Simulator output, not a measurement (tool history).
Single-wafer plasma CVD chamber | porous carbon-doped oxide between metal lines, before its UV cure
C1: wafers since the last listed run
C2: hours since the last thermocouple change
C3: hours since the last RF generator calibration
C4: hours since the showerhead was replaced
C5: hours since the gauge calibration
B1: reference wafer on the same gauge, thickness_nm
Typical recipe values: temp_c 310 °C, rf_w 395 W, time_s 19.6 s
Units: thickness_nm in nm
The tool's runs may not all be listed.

run 1 hour=0.0 | temp_c=322 rf_w=395 time_s=19.6 | C1=0 C2=221.4 C3=1579.4 C4=2650.0 C5=11.2 | B1=96.393 | thickness_nm=73.144
run 2 hour=50.0 | temp_c=322 rf_w=395 time_s=19.6 | C1=1123 C2=271.4 C3=1629.4 C4=2700.0 C5=61.2 | B1=96.444 | thickness_nm=72.950
run 3 hour=93.4 | temp_c=322 rf_w=395 time_s=19.6 | C1=975 C2=314.8 C3=1672.8 C4=2743.4 C5=104.6 | B1=96.294 | thickness_nm=73.247
run 4 hour=249.8 | temp_c=310 rf_w=395 time_s=19.6 | C1=3515 C2=471.2 C3=1829.2 C4=2899.8 C5=261.0 | B1=96.385 | thickness_nm=78.145
run 5 hour=318.3 | temp_c=310 rf_w=395 time_s=19.6 | C1=1539 C2=539.7 C3=1897.7 C4=2968.3 C5=329.5 | B1=96.379 | thickness_nm=78.266
run 6 hour=538.5 | temp_c=310 rf_w=395 time_s=19.6 | C1=4949 C2=759.9 C3=2117.9 C4=3188.5 C5=549.7 | B1=96.322 | thickness_nm=78.127
run 7 hour=625.7 | temp_c=310 rf_w=395 time_s=18.6 | C1=1959 C2=847.1 C3=2205.1 C4=3275.7 C5=636.9 | B1=96.357 | thickness_nm=73.706
run 8 hour=704.6 | temp_c=310 rf_w=395 time_s=18.6 | C1=1773 C2=926.0 C3=2284.0 C4=3354.6 C5=715.8 | B1=96.410 | thickness_nm=72.970
-- hour=948.3 RF generator calibrated
-- hour=964.9 thermocouple changed; heater temperature recalibrated
run 9 hour=965.4 | temp_c=310 rf_w=395 time_s=18.6 | C1=5502 C2=0.5 C3=17.1 C4=3615.4 C5=976.6 | B1=96.431 | thickness_nm=75.820
run 10 hour=1002.1 | temp_c=310 rf_w=395 time_s=19.6 | C1=824 C2=37.2 C3=53.8 C4=3652.1 C5=1013.3 | B1=96.394 | thickness_nm=81.059
run 11 hour=1074.2 | temp_c=310 rf_w=395 time_s=19.6 | C1=1620 C2=109.3 C3=125.9 C4=3724.2 C5=1085.4 | B1=96.376 | thickness_nm=80.761
run 12 hour=1162.2 | temp_c=310 rf_w=395 time_s=19.6 | C1=1977 C2=197.3 C3=213.9 C4=3812.2 C5=1173.4 | B1=96.427 | thickness_nm=81.109
run 13 hour=1219.1 | temp_c=303 rf_w=325 time_s=19.6 | C1=1278 C2=254.2 C3=270.8 C4=3869.1 C5=1230.3 | B1=96.252 | thickness_nm=73.676
run 14 hour=1256.4 | temp_c=310 rf_w=395 time_s=19.6 | C1=838 C2=291.5 C3=308.1 C4=3906.4 C5=1267.6 | B1=96.498 | thickness_nm=82.187
run 15 hour=1344.0 | temp_c=317 rf_w=365 time_s=20.6 | C1=1968 C2=379.1 C3=395.7 C4=3994.0 C5=1355.2 | B1=96.335 | thickness_nm=77.334
run 16 hour=1447.0 | temp_c=324 rf_w=350 time_s=17.2 | C1=2314 C2=482.1 C3=498.7 C4=4097.0 C5=1458.2 | B1=96.427 | thickness_nm=61.141
-- hour=1502.2 gauge calibrated
run 17 hour=1504.1 | temp_c=310 rf_w=395 time_s=19.6 | C1=1283 C2=539.2 C3=555.8 C4=4154.1 C5=1.9 | B1=96.397 | thickness_nm=82.375
-- hour=1525.4 showerhead replaced
run 18 hour=1587.6 | temp_c=321 rf_w=395 time_s=19.6 | C1=1696 C2=622.7 C3=639.3 C4=62.2 C5=85.4 | B1=96.252 | thickness_nm=77.217
run 19 hour=1629.4 | temp_c=304 rf_w=350 time_s=19.6 | C1=939 C2=664.5 C3=681.1 C4=104.0 C5=127.2 | B1=96.401 | thickness_nm=78.144
run 20 hour=1687.0 | temp_c=322 rf_w=475 time_s=18.6 | C1=1294 C2=722.1 C3=738.7 C4=161.6 C5=184.8 | B1=96.489 | thickness_nm=84.195
run 21 hour=1751.2 | temp_c=315 rf_w=435 time_s=23.3 | C1=1442 C2=786.3 C3=802.9 C4=225.8 C5=249.0 | B1=96.385 | thickness_nm=101.541
run 22 hour=1848.0 | temp_c=310 rf_w=395 time_s=19.6 | C1=2175 C2=883.1 C3=899.7 C4=322.6 C5=345.8 | B1=96.407 | thickness_nm=81.485
run 23 hour=1941.2 | temp_c=310 rf_w=395 time_s=22.8 | C1=2094 C2=976.3 C3=992.9 C4=415.8 C5=439.0 | B1=96.474 | thickness_nm=95.497
run 24 hour=2025.8 | temp_c=310 rf_w=395 time_s=19.6 | C1=1901 C2=1060.9 C3=1077.5 C4=500.4 C5=523.6 | B1=96.476 | thickness_nm=82.014

Here are 3 independent what-if runs from the current tool condition. What would each one return?
run A hour=2026.2 | temp_c=310 rf_w=395 time_s=19.6 | C1=8 C2=1061.3 C3=1077.9 C4=500.8 C5=524.0 | B1=? | thickness_nm=?
run B hour=2026.2 | temp_c=321 rf_w=395 time_s=15.8 | C1=8 C2=1061.3 C3=1077.9 C4=500.8 C5=524.0 | B1=? | thickness_nm=?
run C hour=2026.2 | temp_c=310 rf_w=395 time_s=22.3 | C1=8 C2=1061.3 C3=1077.9 C4=500.8 C5=524.0 | B1=? | thickness_nm=?

run=A B1=96.458 thickness_nm=81.951
run=B B1=96.458 thickness_nm=62.236
run=C B1=96.458 thickness_nm=92.825
What these runs would have given with no unlogged condition in the tool:
run=A thickness_nm=80.499
run=B thickness_nm=61.300
run=C thickness_nm=91.181

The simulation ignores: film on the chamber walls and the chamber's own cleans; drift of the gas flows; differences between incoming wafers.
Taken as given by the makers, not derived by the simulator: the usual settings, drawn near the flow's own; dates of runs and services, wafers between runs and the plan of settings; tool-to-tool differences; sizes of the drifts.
